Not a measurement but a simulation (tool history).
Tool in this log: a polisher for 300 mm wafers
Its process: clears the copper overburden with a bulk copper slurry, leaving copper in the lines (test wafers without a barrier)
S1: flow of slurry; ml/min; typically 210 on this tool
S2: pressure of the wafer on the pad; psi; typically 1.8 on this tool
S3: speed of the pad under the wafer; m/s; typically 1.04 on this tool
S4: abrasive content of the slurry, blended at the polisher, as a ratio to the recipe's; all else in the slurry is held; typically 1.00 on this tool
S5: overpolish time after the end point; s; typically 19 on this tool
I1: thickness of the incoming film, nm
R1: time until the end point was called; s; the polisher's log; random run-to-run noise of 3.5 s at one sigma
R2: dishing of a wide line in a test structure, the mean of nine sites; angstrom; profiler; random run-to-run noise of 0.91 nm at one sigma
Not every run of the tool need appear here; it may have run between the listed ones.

run 1 hour=0.0 | S1=210 S2=1.8 S3=1.04 S4=1.00 S5=25 | I1=955.3 | R1=194.2 R2=661
-- hour=10.4 slurry blender recalibrated
run 2 hour=37.8 | S1=210 S2=1.8 S3=1.04 S4=1.00 S5=25 | I1=965.2 | R1=195.4 R2=665
run 3 hour=96.1 | S1=210 S2=1.8 S3=1.04 S4=1.00 S5=25 | I1=960.6 | R1=196.8 R2=670
-- hour=112.4 slurry nozzle cleaned
run 4 hour=127.7 | S1=210 S2=2.2 S3=1.04 S4=1.00 S5=19 | I1=950.2 | R1=143.9 R2=688
run 5 hour=157.7 | S1=210 S2=2.2 S3=1.04 S4=1.00 S5=19 | I1=959.7 | R1=146.4 R2=685
-- hour=180.4 worn pad replaced by a new one
run 6 hour=222.0 | S1=160 S2=1.8 S3=1.04 S4=1.00 S5=19 | I1=942.2 | R1=184.1 R2=553
run 7 hour=246.8 | S1=210 S2=1.8 S3=1.04 S4=0.80 S5=19 | I1=970.9 | R1=195.1 R2=552
run 8 hour=305.5 | S1=210 S2=1.8 S3=1.04 S4=0.80 S5=19 | I1=953.2 | R1=191.5 R2=529
run 9 hour=345.1 | S1=210 S2=1.8 S3=1.04 S4=0.80 S5=19 | I1=978.1 | R1=200.5 R2=546
-- hour=361.0 slurry blender recalibrated
-- hour=385.5 worn pad replaced by a new one
run 10 hour=395.2 | S1=210 S2=1.8 S3=1.04 S4=1.00 S5=19 | I1=955.6 | R1=191.0 R2=556
run 11 hour=465.8 | S1=210 S2=1.8 S3=1.04 S4=1.00 S5=19 | I1=967.4 | R1=189.3 R2=558
-- hour=492.9 head pressure recalibrated
run 12 hour=498.0 | S1=210 S2=2.3 S3=0.92 S4=1.15 S5=16 | I1=951.2 | R1=157.7 R2=568
run 13 hour=530.5 | S1=210 S2=1.8 S3=1.04 S4=1.00 S5=19 | I1=944.0 | R1=185.4 R2=548
-- hour=584.9 worn pad replaced by a new one
run 14 hour=610.8 | S1=210 S2=1.8 S3=1.04 S4=1.00 S5=19 | I1=962.6 | R1=188.3 R2=554
-- hour=654.8 slurry blender recalibrated
run 15 hour=671.5 | S1=180 S2=1.2 S3=1.28 S4=1.30 S5=19 | I1=946.7 | R1=234.6 R2=435
run 16 hour=715.5 | S1=210 S2=1.8 S3=1.04 S4=1.00 S5=22 | I1=947.6 | R1=186.5 R2=610
-- hour=788.5 worn pad replaced by a new one
run 17 hour=789.0 | S1=155 S2=1.4 S3=1.24 S4=1.00 S5=24 | I1=965.9 | R1=236.2 R2=557
-- hour=791.0 slurry nozzle cleaned
run 18 hour=839.3 | S1=210 S2=1.8 S3=1.28 S4=1.00 S5=19 | I1=978.5 | R1=159.0 R2=631
run 19 hour=886.3 | S1=210 S2=1.8 S3=0.80 S4=1.00 S5=19 | I1=961.7 | R1=230.4 R2=499
run 20 hour=948.4 | S1=210 S2=1.8 S3=0.90 S4=1.00 S5=19 | I1=974.4 | R1=212.0 R2=514
-- hour=978.3 worn pad replaced by a new one
run 21 hour=989.6 | S1=210 S2=2.4 S3=1.04 S4=1.00 S5=14 | I1=949.1 | R1=140.4 R2=579
-- hour=1007.4 slurry blender recalibrated
run 22 hour=1045.1 | S1=275 S2=2.3 S3=1.04 S4=1.00 S5=19 | I1=947.0 | R1=145.1 R2=700

What if the next run were any one of these 4? Each begins from the tool's condition after run 22:
run A hour=1045.6 | S1=210 S2=1.8 S3=1.04 S4=1.00 S5=19 | I1=955.7 | R1=? R2=?
run B hour=1045.6 | S1=210 S2=1.8 S3=1.14 S4=1.25 S5=16 | I1=955.7 | R1=? R2=?
run C hour=1045.6 | S1=210 S2=1.8 S3=1.04 S4=0.75 S5=19 | I1=955.7 | R1=? R2=?
run D hour=1045.6 | S1=150 S2=1.8 S3=0.84 S4=1.10 S5=19 | I1=955.7 | R1=? R2=?

run=A R1=185.7 R2=549
run=B R1=165.0 R2=527
run=C R1=196.8 R2=525
run=D R1=226.8 R2=470
With the hidden condition removed and each run's random variation left untouched, the same runs would have given:
run=A R1=176.2 R2=571
run=B R1=156.6 R2=548
run=C R1=186.8 R2=546
run=D R1=211.8 R2=496
